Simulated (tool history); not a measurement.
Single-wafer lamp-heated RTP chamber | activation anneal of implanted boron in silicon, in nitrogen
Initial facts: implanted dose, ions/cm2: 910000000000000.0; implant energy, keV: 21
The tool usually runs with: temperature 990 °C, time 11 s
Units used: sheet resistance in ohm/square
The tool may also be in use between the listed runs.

run   hour  temperature  time  read-back reference wafer on the same gauge, sheet resistance  sheet resistance
  1    0.0          976    11                                                         118.06            144.62
  2  103.1          976    11                                                         117.94            142.26
     143.4  -- pyrometer window cleaned and pyrometer calibrated
  3  143.9          976    11                                                         118.03            140.01
  4  150.8          990    11                                                         118.06            132.78
  5  165.5          990    11                                                         118.05            133.50
     166.6  -- gauge calibrated
  6  184.1         1005    11                                                         118.00            129.00
  7  208.9         1005    11                                                         117.99            127.77
  8  237.8          969    11                                                         118.03            147.55
     262.0  -- reflector plate cleaned
  9  262.5          969    11                                                         117.97            154.62
 10  283.6          961    16                                                         117.95            159.43
 11  297.2         1005    11                                                         117.99            129.13
 12  330.3         1007     5                                                         117.96            131.52
 13  353.4          990    11                                                         117.94            136.23
     366.5  -- pyrometer window cleaned and pyrometer calibrated
 14  385.1          998    16                                                         117.88            130.91
 15  417.3         1013     6                                                         117.95            128.90
 16  433.0          990    11                                                         118.02            135.29
 17  452.8          969    18                                                         117.99            145.71
 18  482.7         1020    15                                                         117.91            126.12

4 ways to go on from here, each from the tool as it stands after run 18. What would each give?
  A  483.1          998    11                                                              ?                 ?
  B  483.1          968    15                                                              ?                 ?
  C  483.1         1014    15                                                              ?                 ?
  D  483.1         1003    15                                                              ?                 ?

run  read-back reference wafer on the same gauge, sheet resistance  sheet resistance
  A                                                         118.04            131.23
  B                                                         118.04            148.95
  C                                                         118.04            127.14
  D                                                         118.04            129.06
Stripped of hidden state, with their random variation kept, the same runs would have yielded:
run  sheet resistance
  A            132.69
  B            153.37
  C            127.71
  D            130.08
